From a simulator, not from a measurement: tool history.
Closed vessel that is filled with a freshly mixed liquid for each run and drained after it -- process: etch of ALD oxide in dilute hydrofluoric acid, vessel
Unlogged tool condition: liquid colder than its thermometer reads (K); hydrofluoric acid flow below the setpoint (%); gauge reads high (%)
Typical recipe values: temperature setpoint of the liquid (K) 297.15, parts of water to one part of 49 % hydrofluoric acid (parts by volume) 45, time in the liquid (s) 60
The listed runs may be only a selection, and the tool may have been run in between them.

run   hour  temperature setpoint of the liquid (K)  parts of water to one part of 49 % hydrofluoric acid (parts by volume)  time in the liquid (s)  wafers since the last listed run  hours since the thermometer was replaced  hours since the hydrofluoric acid flow meter was replaced  hours since the gauge calibration  read-back film thickness of the ALD oxide reference wafer, read on the same gauge (nm)  thickness taken off the ALD oxide on a monitor wafer (Å)
  1    0.0                                  297.15                                                                      45                      60                                 0                                     771.2                                                     1385.6                              301.0                                                                                  100.02                                                     187.9
  2   50.4                                  297.15                                                                      55                      60                              3602                                     821.6                                                     1436.0                              351.4                                                                                  100.00                                                     150.7
  3  125.2                                  297.15                                                                      30                      60                              5346                                     896.4                                                     1510.8                              426.2                                                                                   99.98                                                     285.3
  4  167.6                                  297.15                                                                      30                      60                              3030                                     938.8                                                     1553.2                              468.6                                                                                  100.00                                                     283.4
  5  234.7                                  297.15                                                                      45                      35                              4796                                    1005.9                                                     1620.3                              535.7                                                                                   99.97                                                     107.9
  6  280.1                                  297.15                                                                      45                      35                              3245                                    1051.3                                                     1665.7                              581.1                                                                                   99.98                                                     108.0
  7  340.5                                  297.15                                                                      45                      60                              4317                                    1111.7                                                     1726.1                              641.5                                                                                   99.99                                                     184.5
     372.3  -- thermometer replaced
  8  422.5                                  292.65                                                                      45                      30                              5789                                      50.2                                                     1808.1                              723.5                                                                                  100.02                                                      75.5
     475.2  -- gauge calibrated
  9  517.8                                  297.15                                                                      45                      60                              6811                                     145.5                                                     1903.4                               42.6                                                                                  100.01                                                     184.1
     526.4  -- hydrofluoric acid flow meter replaced
 10  576.9                                  293.65                                                                      65                      30                              4152                                     204.6                                                       50.5                              101.7                                                                                  100.00                                                      58.4
 11  681.1                                  298.65                                                                      45                      95                              7448                                     308.8                                                      154.7                              205.9                                                                                   99.99                                                     334.6
 12  721.9                                  292.65                                                                      45                      30                              2916                                     349.6                                                      195.5                              246.7                                                                                   99.97                                                      81.7
 13  767.6                                  294.65                                                                      40                      30                              3266                                     395.3                                                      241.2                              292.4                                                                                   99.97                                                     101.8
 14  870.5                                  297.15                                                                      55                      60                              7355                                     498.2                                                      344.1                              395.3                                                                                   99.99                                                     159.8
 15  938.6                                  299.15                                                                      30                      50                              4867                                     566.3                                                      412.2                              463.4                                                                                  100.02                                                     272.3

Here are 3 independent what-if runs from the current tool condition. What would each one return?
  A  939.3                                  300.15                                                                      45                      60                                50                                     567.0                                                      412.9                              464.1                                                                                       ?                                                         ?
  B  939.3                                  294.15                                                                      50                      40                                50                                     567.0                                                      412.9                              464.1                                                                                       ?                                                         ?
  C  939.3                                  292.15                                                                      60                      60                                50                                     567.0                                                      412.9                              464.1                                                                                       ?                                                         ?

run  read-back film thickness of the ALD oxide reference wafer, read on the same gauge (nm)  thickness taken off the ALD oxide on a monitor wafer (Å)
  A                                                                                   99.97                                                     221.1
  B                                                                                   99.97                                                     102.9
  C                                                                                   99.97                                                     116.8
Had the tool no hidden state, the same runs would have come out as:
run  thickness taken off the ALD oxide on a monitor wafer (Å)
  A                                                     225.1
  B                                                     104.7
  C                                                     118.9
